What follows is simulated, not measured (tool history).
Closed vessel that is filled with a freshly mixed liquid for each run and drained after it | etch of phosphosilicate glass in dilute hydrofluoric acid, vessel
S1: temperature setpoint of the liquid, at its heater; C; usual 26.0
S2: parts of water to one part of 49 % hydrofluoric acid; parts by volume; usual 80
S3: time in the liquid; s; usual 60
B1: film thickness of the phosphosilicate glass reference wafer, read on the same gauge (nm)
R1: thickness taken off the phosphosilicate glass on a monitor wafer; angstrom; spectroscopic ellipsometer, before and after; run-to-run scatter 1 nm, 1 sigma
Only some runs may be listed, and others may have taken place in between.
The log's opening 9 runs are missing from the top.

run	hour	S1	S2	S3	B1	R1
10	251.7	26.0	80	60	99.99	1406.4
11	280.0	26.0	80	80	99.98	1843.7
12	303.8	28.5	95	45	100.00	939.2
# hour 326.0: thermometer replaced
13	326.5	29.5	80	60	100.03	1573.3
14	353.6	26.0	80	60	100.01	1369.6
# hour 354.6: hydrofluoric acid flow meter replaced
15	388.6	26.0	80	60	99.99	1486.8
16	408.0	23.5	40	70	99.98	3312.1
17	435.0	21.0	80	40	100.04	824.3
# hour 439.2: gauge calibrated
18	447.8	28.5	110	80	100.05	1509.8
19	461.3	26.0	100	60	99.97	1157.6
20	486.5	28.5	110	80	100.02	1513.6
21	519.7	22.5	80	35	99.98	757.3
22	545.2	26.0	45	60	100.02	2764.9
23	576.8	22.0	50	90	99.99	3160.0
24	608.8	26.0	55	75	99.95	2764.2
25	642.2	26.0	80	60	100.01	1474.7
26	659.8	22.0	45	45	99.96	1741.3
27	691.5	22.5	45	35	100.02	1393.1
28	715.3	23.0	80	45	100.00	982.4
29	750.3	26.0	80	60	100.01	1465.4
30	765.3	26.0	65	95	99.95	2882.7
31	795.8	26.0	80	40	100.04	968.1
32	851.2	26.0	80	60	99.96	1439.6

4 ways to go on from here, each from the tool as it stands after run 32. What would each give?
A	851.9	26.0	80	60	?	?
B	851.9	26.0	105	45	?	?
C	851.9	26.0	90	45	?	?
D	851.9	24.0	95	45	?	?

run	B1	R1
A	100.03	1450.8
B	100.03	801.6
C	100.03	954.1
D	100.03	830.0
Without the tool's unlogged condition, the same runs would have read:
run	R1
A	1520.7
B	841.1
C	1000.5
D	870.4
